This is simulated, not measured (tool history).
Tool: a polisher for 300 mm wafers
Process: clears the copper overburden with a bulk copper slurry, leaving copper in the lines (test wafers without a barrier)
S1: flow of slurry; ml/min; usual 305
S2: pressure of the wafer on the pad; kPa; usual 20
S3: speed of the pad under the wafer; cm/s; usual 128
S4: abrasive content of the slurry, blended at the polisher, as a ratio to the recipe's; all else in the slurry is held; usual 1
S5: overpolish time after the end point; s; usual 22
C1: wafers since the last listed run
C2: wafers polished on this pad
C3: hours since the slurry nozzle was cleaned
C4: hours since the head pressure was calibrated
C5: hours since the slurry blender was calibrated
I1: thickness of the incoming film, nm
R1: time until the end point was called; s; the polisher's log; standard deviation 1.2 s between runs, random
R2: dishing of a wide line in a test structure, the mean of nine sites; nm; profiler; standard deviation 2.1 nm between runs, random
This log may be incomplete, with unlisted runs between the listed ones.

Run 1, hour 0: usual settings but S2 17.9 kPa, S4 1.05; C1 0; C2 1049; C3 487.2; C4 533.5; C5 198.3; I1 1345. Result: R1 158.4 s, R2 100.9 nm.
Run 2, hour 20.2: usual settings but S2 17.9 kPa, S4 1.05; C1 169; C2 1219; C3 507.4; C4 553.7; C5 218.5; I1 1371.3. Result: R1 164.4 s, R2 99.6 nm.
Run 3, hour 37.6: usual settings but S2 17.9 kPa, S4 1.05; C1 145; C2 1364; C3 524.8; C4 571.1; C5 235.9; I1 1377.3. Result: R1 164.3 s, R2 100.8 nm.
At hour 53.2: worn pad replaced by a new one.
Run 4, hour 72.5: usual settings but S1 235 ml/min, S3 152 cm/s; C1 258; C2 161; C3 559.7; C4 606; C5 270.8; I1 1345.8. Result: R1 124.7 s, R2 112.5 nm.
At hour 163.3: slurry blender recalibrated.
Run 5, hour 164.9: usual settings but S1 235 ml/min, S3 152 cm/s; C1 757; C2 918; C3 652.1; C4 698.4; C5 1.6; I1 1340.2. Result: R1 120.4 s, R2 112.1 nm.
Run 6, hour 183: usual settings but S3 112 cm/s; C1 151; C2 1070; C3 670.2; C4 716.5; C5 19.7; I1 1348.4. Result: R1 164.6 s, R2 102.2 nm.
Run 7, hour 210.1: usual settings; C1 227; C2 1297; C3 697.3; C4 743.6; C5 46.8; I1 1372. Result: R1 147.3 s, R2 106.4 nm.
Run 8, hour 237.7: usual settings; C1 231; C2 1528; C3 724.9; C4 771.2; C5 74.4; I1 1336.9. Result: R1 141.8 s, R2 108 nm.
Run 9, hour 250.4: usual settings but S3 114 cm/s, S4 0.9, S5 32 s; C1 106; C2 1635; C3 737.6; C4 783.9; C5 87.1; I1 1324.7. Result: R1 160.8 s, R2 116.6 nm.
At hour 278.3: worn pad replaced by a new one.
Run 10, hour 281.5: usual settings but S1 200 ml/min, S3 166 cm/s; C1 227; C2 26; C3 768.7; C4 815; C5 118.2; I1 1377. Result: R1 117.3 s, R2 113.9 nm.
Run 11, hour 298.9: usual settings but S2 22.1 kPa, S4 0.9, S5 31 s; C1 145; C2 172; C3 786.1; C4 832.4; C5 135.6; I1 1354. Result: R1 134.6 s, R2 123.5 nm.
Run 12, hour 327.3: usual settings; C1 237; C2 410; C3 814.5; C4 860.8; C5 164; I1 1359.2. Result: R1 148.1 s, R2 109.6 nm.
Run 13, hour 351.7: usual settings but S1 390 ml/min, S2 17.9 kPa, S4 0.85, S5 9 s; C1 204; C2 614; C3 838.9; C4 885.2; C5 188.4; I1 1337. Result: R1 163.5 s, R2 52 nm.
Run 14, hour 373.1: usual settings but S1 340 ml/min, S2 15.2 kPa, S3 114 cm/s, S5 17 s; C1 179; C2 794; C3 860.3; C4 906.6; C5 209.8; I1 1365.8. Result: R1 217.4 s, R2 69.7 nm.
Run 15, hour 391.6: usual settings but S1 335 ml/min; C1 154; C2 949; C3 878.8; C4 925.1; C5 228.3; I1 1343.9. Result: R1 145.4 s, R2 107.4 nm.
At hour 401.6: slurry nozzle cleaned.
Run 16, hour 412.4: usual settings but S1 335 ml/min, S2 23.4 kPa, S4 1.15, S5 29 s; C1 165; C2 1115; C3 10.8; C4 945.9; C5 249.1; I1 1321.2. Result: R1 120.1 s, R2 134.8 nm.
At hour 427.2: head pressure recalibrated.
Run 17, hour 442.8: usual settings; C1 237; C2 1352; C3 41.2; C4 15.6; C5 279.5; I1 1360.8. Result: R1 148.9 s, R2 107.8 nm.
Run 18, hour 476.7: usual settings but S1 375 ml/min, S2 24.8 kPa, S3 168 cm/s, S4 0.75; C1 284; C2 1636; C3 75.1; C4 49.5; C5 313.4; I1 1322.1. Result: R1 90.8 s, R2 130 nm.
At hour 499.6: slurry blender recalibrated.
At hour 502: worn pad replaced by a new one.
Run 19, hour 505.7: usual settings but S2 13.8 kPa, S4 0.8; C1 206; C2 31; C3 104.1; C4 78.5; C5 6.1; I1 1333.1. Result: R1 210.2 s, R2 81.3 nm.
Run 20, hour 522.3: usual settings but S3 154 cm/s, S4 0.85; C1 139; C2 170; C3 120.7; C4 95.1; C5 22.7; I1 1330.4. Result: R1 119.6 s, R2 116.1 nm.
Run 21, hour 555.9: usual settings but S4 1.25, S5 15 s; C1 281; C2 451; C3 154.3; C4 128.7; C5 56.3; I1 1368.8. Result: R1 143.9 s, R2 85.1 nm.
Run 22, hour 587.2: usual settings; C1 262; C2 714; C3 185.6; C4 160; C5 87.6; I1 1346.3. Result: R1 146.6 s, R2 109.2 nm.
Run 23, hour 603.9: usual settings; C1 139; C2 854; C3 202.3; C4 176.7; C5 104.3; I1 1362.5. Result: R1 146 s, R2 104.9 nm.
Run 24, hour 632.3: usual settings but S2 13.1 kPa; C1 237; C2 1092; C3 230.7; C4 205.1; C5 132.7; I1 1348.1. Result: R1 221.7 s, R2 78.1 nm.

Forecast run 25:
Run 25, hour 645.4: usual settings but S1 370 ml/min, S2 17.9 kPa; C1 109; C2 1201; C3 243.8; C4 218.2; C5 145.8; I1 1349.3. Result: R1 ?, R2 ?.

R1: 161.8 s
R2: 101.4 nm
With the hidden condition absent and the run-to-run variation left alone, this run would have shown R1 158 s, R2 102.6 nm.
